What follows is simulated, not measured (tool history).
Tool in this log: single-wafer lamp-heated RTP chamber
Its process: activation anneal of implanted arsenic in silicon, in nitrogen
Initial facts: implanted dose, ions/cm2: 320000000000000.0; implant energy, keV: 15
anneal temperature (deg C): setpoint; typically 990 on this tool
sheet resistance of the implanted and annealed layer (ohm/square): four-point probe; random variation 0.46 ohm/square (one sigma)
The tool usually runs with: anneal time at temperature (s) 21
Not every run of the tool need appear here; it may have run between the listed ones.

| run | hour | anneal temperature (deg C) | anneal time at temperature (s) | wafers since the last listed run | wafers since the last pyrometer calibration | wafers since the reflector plate was cleaned | hours since the gauge calibration | read-back reference wafer on the same gauge, sheet resistance | sheet resistance of the implanted and annealed layer (ohm/square) |
|---|---|---|---|---|---|---|---|---|---|
| 1 | 0.0 | 1008 | 21 | 0 | 1449 | 1513 | 273.0 | 315.16 | 306.10 |
| 2 | 53.9 | 1008 | 21 | 959 | 2409 | 2473 | 326.9 | 315.09 | 305.37 |
|  | 83.4 | pyrometer window cleaned and pyrometer calibrated |
| 3 | 94.8 | 990 | 17 | 585 | 203 | 3059 | 367.8 | 315.20 | 310.22 |
| 4 | 120.5 | 990 | 17 | 457 | 660 | 3517 | 393.5 | 315.22 | 310.02 |
|  | 273.0 | pyrometer window cleaned and pyrometer calibrated |
| 5 | 273.5 | 967 | 18 | 2581 | 9 | 6098 | 546.5 | 315.02 | 312.98 |
| 6 | 302.4 | 967 | 18 | 514 | 524 | 6613 | 575.4 | 315.08 | 312.34 |
| 7 | 352.6 | 990 | 16 | 893 | 1418 | 7507 | 625.6 | 314.93 | 309.59 |
| 8 | 393.2 | 990 | 16 | 722 | 2141 | 8230 | 666.2 | 315.04 | 309.92 |
|  | 432.2 | pyrometer window cleaned and pyrometer calibrated |
| 9 | 447.9 | 990 | 32 | 831 | 280 | 9061 | 720.9 | 315.00 | 305.79 |
|  | 469.2 | reflector plate cleaned |
|  | 472.4 | gauge calibrated |
| 10 | 514.9 | 967 | 18 | 1050 | 1330 | 814 | 42.5 | 314.99 | 311.97 |
| 11 | 570.1 | 967 | 18 | 982 | 2313 | 1797 | 97.7 | 314.87 | 311.61 |
|  | 580.1 | pyrometer window cleaned and pyrometer calibrated |
| 12 | 628.2 | 1016 | 29 | 892 | 857 | 2689 | 155.8 | 315.06 | 301.36 |
| 13 | 692.8 | 963 | 33 | 1150 | 2007 | 3839 | 220.4 | 315.01 | 308.95 |
|  | 726.4 | pyrometer window cleaned and pyrometer calibrated |
| 14 | 733.4 | 967 | 31 | 580 | 125 | 4420 | 261.0 | 315.08 | 310.59 |
| 15 | 782.5 | 990 | 21 | 874 | 999 | 5294 | 310.1 | 315.00 | 308.71 |
| 16 | 821.4 | 972 | 25 | 692 | 1692 | 5987 | 349.0 | 315.04 | 309.90 |
| 17 | 847.0 | 975 | 15 | 455 | 2148 | 6442 | 374.6 | 315.26 | 311.88 |

Each row is a separate what-if for the run after 17, all from the same tool condition, not one after another. Results?
| A | 847.4 | 990 | 21 | 7 | 2155 | 6449 | 375.0 | ? | ? |
| B | 847.4 | 998 | 32 | 7 | 2155 | 6449 | 375.0 | ? | ? |
| C | 847.4 | 1007 | 26 | 7 | 2155 | 6449 | 375.0 | ? | ? |

| run | read-back reference wafer on the same gauge, sheet resistance | sheet resistance of the implanted and annealed layer (ohm/square) |
|---|---|---|
| A | 314.92 | 308.64 |
| B | 314.92 | 304.37 |
| C | 314.92 | 304.33 |
Stripped of hidden state, with their random variation kept, the same runs would have yielded:
| run | sheet resistance of the implanted and annealed layer (ohm/square) |
|---|---|
| A | 310.22 |
| B | 306.56 |
| C | 306.53 |

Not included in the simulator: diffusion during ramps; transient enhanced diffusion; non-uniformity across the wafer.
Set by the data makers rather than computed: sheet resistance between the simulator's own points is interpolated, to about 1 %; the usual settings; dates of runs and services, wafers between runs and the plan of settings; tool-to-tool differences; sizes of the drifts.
